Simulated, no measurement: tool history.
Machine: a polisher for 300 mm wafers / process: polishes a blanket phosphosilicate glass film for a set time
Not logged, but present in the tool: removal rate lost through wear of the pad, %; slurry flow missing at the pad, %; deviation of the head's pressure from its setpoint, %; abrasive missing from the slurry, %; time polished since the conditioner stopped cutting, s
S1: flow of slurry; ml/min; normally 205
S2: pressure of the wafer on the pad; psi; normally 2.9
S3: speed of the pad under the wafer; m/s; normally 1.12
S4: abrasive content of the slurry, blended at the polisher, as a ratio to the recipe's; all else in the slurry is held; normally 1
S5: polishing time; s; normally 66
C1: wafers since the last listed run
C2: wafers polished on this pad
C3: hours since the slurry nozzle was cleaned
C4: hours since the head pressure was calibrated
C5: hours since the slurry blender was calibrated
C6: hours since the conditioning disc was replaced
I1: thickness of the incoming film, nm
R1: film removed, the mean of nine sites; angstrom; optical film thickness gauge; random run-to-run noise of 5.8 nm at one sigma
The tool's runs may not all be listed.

run 1 hour=0 | S1=205 S2=2.9 S3=0.86 S4=1 S5=78 | C1=0 C2=5207 C3=212.9 C4=294.5 C5=302.1 C6=467.3 | I1=3865.6 | R1=4375
run 2 hour=50.6 | S1=205 S2=2.9 S3=0.78 S4=0.8 S5=74 | C1=659 C2=5866 C3=263.5 C4=345.1 C5=352.7 C6=517.9 | I1=3862.2 | R1=3532
-- hour=64.7 conditioning disc replaced and pad reconditioned
run 3 hour=86.6 | S1=240 S2=2.9 S3=0.82 S4=1 S5=57 | C1=442 C2=6309 C3=299.5 C4=381.1 C5=388.7 C6=21.9 | I1=3820.1 | R1=3127
-- hour=109.9 worn pad replaced by a new one
-- hour=114.7 slurry blender recalibrated
run 4 hour=134.7 | S1=205 S2=2.9 S3=1.12 S4=1 S5=66 | C1=548 C2=296 C3=347.6 C4=429.2 C5=20 C6=70 | I1=3782 | R1=4916
run 5 hour=174.8 | S1=180 S2=2.9 S3=1.12 S4=0.9 S5=66 | C1=522 C2=819 C3=387.7 C4=469.3 C5=60.1 C6=110.1 | I1=3833.6 | R1=4576
run 6 hour=209.6 | S1=205 S2=2 S3=0.84 S4=1.3 S5=81 | C1=453 C2=1272 C3=422.5 C4=504.1 C5=94.9 C6=144.9 | I1=3818.6 | R1=3498
run 7 hour=248.2 | S1=205 S2=2.9 S3=1.32 S4=1 S5=66 | C1=502 C2=1775 C3=461.1 C4=542.7 C5=133.5 C6=183.5 | I1=3893.4 | R1=5341
run 8 hour=292.9 | S1=205 S2=2.9 S3=1.12 S4=1 S5=66 | C1=582 C2=2357 C3=505.8 C4=587.4 C5=178.2 C6=228.2 | I1=3796.7 | R1=4666
-- hour=326.8 slurry nozzle cleaned
run 9 hour=355.2 | S1=205 S2=2.9 S3=1.32 S4=1 S5=55 | C1=798 C2=3155 C3=28.4 C4=649.7 C5=240.5 C6=290.5 | I1=3849.2 | R1=4723
run 10 hour=410.4 | S1=205 S2=2.9 S3=0.86 S4=1 S5=66 | C1=718 C2=3874 C3=83.6 C4=704.9 C5=295.7 C6=345.7 | I1=3819.5 | R1=3899
run 11 hour=450.5 | S1=205 S2=2.9 S3=1.24 S4=1 S5=66 | C1=522 C2=4396 C3=123.7 C4=745 C5=335.8 C6=385.8 | I1=3836.1 | R1=5096
run 12 hour=522.3 | S1=205 S2=2.9 S3=0.9 S4=1 S5=66 | C1=935 C2=5332 C3=195.5 C4=816.8 C5=407.6 C6=457.6 | I1=3862.5 | R1=3924
-- hour=536.8 conditioning disc replaced and pad reconditioned
-- hour=585.5 worn pad replaced by a new one
run 13 hour=586 | S1=205 S2=2.9 S3=1.12 S4=1 S5=66 | C1=751 C2=6 C3=259.2 C4=880.5 C5=471.3 C6=49.2 | I1=3867 | R1=4831
-- hour=638 slurry blender recalibrated
run 14 hour=645.1 | S1=180 S2=2.9 S3=0.84 S4=1 S5=79 | C1=743 C2=750 C3=318.3 C4=939.6 C5=7.1 C6=108.3 | I1=3842.7 | R1=4383
run 15 hour=690.3 | S1=205 S2=2.9 S3=1.12 S4=0.9 S5=45 | C1=588 C2=1338 C3=363.5 C4=984.8 C5=52.3 C6=153.5 | I1=3790.2 | R1=3135
run 16 hour=748.2 | S1=205 S2=2.9 S3=1.12 S4=1 S5=66 | C1=754 C2=2092 C3=421.4 C4=1042.7 C5=110.2 C6=211.4 | I1=3850.3 | R1=4727
run 17 hour=784.2 | S1=205 S2=2.9 S3=1.12 S4=1 S5=66 | C1=468 C2=2561 C3=457.4 C4=1078.7 C5=146.2 C6=247.4 | I1=3828.8 | R1=4593
-- hour=786.8 slurry nozzle cleaned
run 18 hour=841.7 | S1=205 S2=2.9 S3=1.26 S4=1 S5=88 | C1=735 C2=3297 C3=54.9 C4=1136.2 C5=203.7 C6=304.9 | I1=3791 | R1=7198
run 19 hour=913.6 | S1=205 S2=2.9 S3=1.36 S4=1 S5=89 | C1=936 C2=4234 C3=126.8 C4=1208.1 C5=275.6 C6=376.8 | I1=3760.9 | R1=7426
-- hour=945 head pressure recalibrated
run 20 hour=980.9 | S1=205 S2=2.9 S3=1.12 S4=0.9 S5=66 | C1=850 C2=5084 C3=194.1 C4=35.9 C5=342.9 C6=444.1 | I1=3810.6 | R1=4479
-- hour=1002.3 conditioning disc replaced and pad reconditioned
run 21 hour=1012.8 | S1=205 S2=2.9 S3=1.12 S4=1 S5=79 | C1=389 C2=5474 C3=226 C4=67.8 C5=374.8 C6=10.5 | I1=3764.4 | R1=5422
run 22 hour=1062.6 | S1=205 S2=2.9 S3=1.12 S4=1 S5=66 | C1=648 C2=6122 C3=275.8 C4=117.6 C5=424.6 C6=60.3 | I1=3834.3 | R1=4427
-- hour=1098.3 slurry blender recalibrated
run 23 hour=1108.2 | S1=205 S2=2.9 S3=0.78 S4=1 S5=66 | C1=567 C2=6690 C3=321.4 C4=163.2 C5=9.9 C6=105.9 | I1=3895.2 | R1=3220
-- hour=1122.8 worn pad replaced by a new one
run 24 hour=1134.7 | S1=205 S2=2.9 S3=1.12 S4=1 S5=66 | C1=293 C2=154 C3=347.9 C4=189.7 C5=36.4 C6=132.4 | I1=3784.2 | R1=4760

Consider 5 possible next runs. They are alternatives, not a sequence: every one starts from the tool as it was left by run 24. What does each give?
run A hour=1135.1 | S1=205 S2=2.9 S3=1.12 S4=1 S5=66 | C1=5 C2=160 C3=348.3 C4=190.1 C5=36.8 C6=132.8 | I1=3844.6 | R1=?
run B hour=1135.1 | S1=140 S2=2.9 S3=1.12 S4=1 S5=66 | C1=5 C2=160 C3=348.3 C4=190.1 C5=36.8 C6=132.8 | I1=3844.6 | R1=?
run C hour=1135.1 | S1=205 S2=3.4 S3=0.9 S4=0.75 S5=80 | C1=5 C2=160 C3=348.3 C4=190.1 C5=36.8 C6=132.8 | I1=3844.6 | R1=?
run D hour=1135.1 | S1=235 S2=2.5 S3=1.12 S4=1 S5=66 | C1=5 C2=160 C3=348.3 C4=190.1 C5=36.8 C6=132.8 | I1=3844.6 | R1=?
run E hour=1135.1 | S1=205 S2=2.9 S3=1.12 S4=1 S5=58 | C1=5 C2=160 C3=348.3 C4=190.1 C5=36.8 C6=132.8 | I1=3844.6 | R1=?

run=A R1=4821
run=B R1=4303
run=C R1=5296
run=D R1=4285
run=E R1=4237
What these runs would have given with no unlogged condition in the tool:
run=A R1=5323
run=B R1=4970
run=C R1=5847
run=D R1=4673
run=E R1=4678
